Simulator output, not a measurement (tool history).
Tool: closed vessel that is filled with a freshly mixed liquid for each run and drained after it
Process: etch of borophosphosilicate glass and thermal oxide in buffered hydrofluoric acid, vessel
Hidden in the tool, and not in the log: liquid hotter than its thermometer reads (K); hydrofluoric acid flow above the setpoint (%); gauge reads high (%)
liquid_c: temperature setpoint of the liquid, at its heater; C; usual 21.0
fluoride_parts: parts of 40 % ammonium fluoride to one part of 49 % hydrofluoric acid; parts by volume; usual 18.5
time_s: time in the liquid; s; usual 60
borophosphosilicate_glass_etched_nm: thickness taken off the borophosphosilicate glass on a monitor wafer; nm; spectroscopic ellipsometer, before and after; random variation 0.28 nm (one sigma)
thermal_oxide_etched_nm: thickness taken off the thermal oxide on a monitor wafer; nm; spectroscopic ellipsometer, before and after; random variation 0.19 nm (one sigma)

run,hour,liquid_c,fluoride_parts,time_s,wafers since the last listed run,hours since the thermometer was replaced,hours since the hydrofluoric acid flow meter was replaced,hours since the gauge calibration,"read-back film thickness of the borophosphosilicate glass reference wafer, read on the same gauge (nm)","read-back film thickness of the thermal oxide reference wafer, read on the same gauge (nm)",borophosphosilicate_glass_etched_nm,thermal_oxide_etched_nm
1,0.0,21.0,18.5,60,0,2476.9,715.7,124.1,80.00,89.98,101.67,42.94
2,10.8,21.0,18.5,60,1526,2487.7,726.5,134.9,80.02,90.02,102.15,43.01
3,24.3,21.0,18.5,60,1908,2501.2,740.0,148.4,80.01,90.02,102.49,42.80
4,30.4,21.0,18.5,60,862,2507.3,746.1,154.5,79.99,89.96,102.21,43.12
5,43.2,21.0,18.5,60,1809,2520.1,758.9,167.3,79.99,89.99,102.21,43.26
6,52.4,21.0,18.5,60,1300,2529.3,768.1,176.5,79.98,89.99,102.69,43.17
7,70.0,21.0,18.5,60,2488,2546.9,785.7,194.1,80.01,89.99,103.18,43.18
8,77.2,21.0,18.5,60,1017,2554.1,792.9,201.3,80.00,90.02,102.19,43.21
9,93.6,21.0,18.5,60,2318,2570.5,809.3,217.7,80.01,89.99,102.57,42.95
10,100.1,21.0,18.5,60,918,2577.0,815.8,224.2,79.99,90.00,103.41,43.39
11,117.2,22.5,11.5,45,2417,2594.1,832.9,241.3,79.99,90.01,134.40,56.15
12,124.9,22.5,12.0,35,1088,2601.8,840.6,249.0,80.00,90.01,100.37,41.62
# hour 128.9: thermometer replaced
13,134.3,24.5,18.5,60,1187,5.4,850.0,258.4,80.01,90.02,107.50,45.32
14,152.0,18.5,15.0,95,2502,23.1,867.7,276.1,80.02,90.00,151.80,62.68
# hour 153.4: hydrofluoric acid flow meter replaced
15,199.7,21.0,18.5,60,6602,70.8,46.3,323.8,80.01,89.97,85.01,36.02
# hour 210.5: gauge calibrated
16,213.9,21.0,12.5,60,2007,85.0,60.5,3.4,80.00,90.01,126.10,52.31
17,222.6,19.0,13.0,85,1230,93.7,69.2,12.1,80.02,90.01,153.17,63.80
18,239.8,19.5,25.0,85,2431,110.9,86.4,29.3,80.01,90.00,88.76,36.76
19,254.7,21.0,18.5,60,2106,125.8,101.3,44.2,79.99,89.97,86.11,36.28
20,264.1,22.5,11.5,45,1329,135.2,110.7,53.6,79.99,89.97,112.48,46.59
21,295.4,21.0,13.0,35,4425,166.5,142.0,84.9,80.01,90.01,71.30,29.85

5 ways to go on from here, each from the tool as it stands after run 21. What would each give?
A,296.1,19.5,18.5,60,98,167.2,142.7,85.6,?,?,?,?
B,296.1,21.0,18.5,90,98,167.2,142.7,85.6,?,?,?,?
C,296.1,23.0,18.5,85,98,167.2,142.7,85.6,?,?,?,?
D,296.1,24.0,18.5,90,98,167.2,142.7,85.6,?,?,?,?
E,296.1,17.0,21.5,90,98,167.2,142.7,85.6,?,?,?,?

run,"read-back film thickness of the borophosphosilicate glass reference wafer, read on the same gauge (nm)","read-back film thickness of the thermal oxide reference wafer, read on the same gauge (nm)",borophosphosilicate_glass_etched_nm,thermal_oxide_etched_nm
A,80.00,90.00,80.09,33.45
B,80.00,90.00,130.52,54.56
C,80.00,90.00,137.52,57.55
D,80.00,90.00,153.71,64.36
E,80.00,90.00,91.68,38.25
Without the tool's hidden state the same runs would have given:
run,borophosphosilicate_glass_etched_nm,thermal_oxide_etched_nm
A,77.47,32.35
B,126.27,52.77
C,133.08,55.68
D,148.78,62.28
E,88.89,37.07
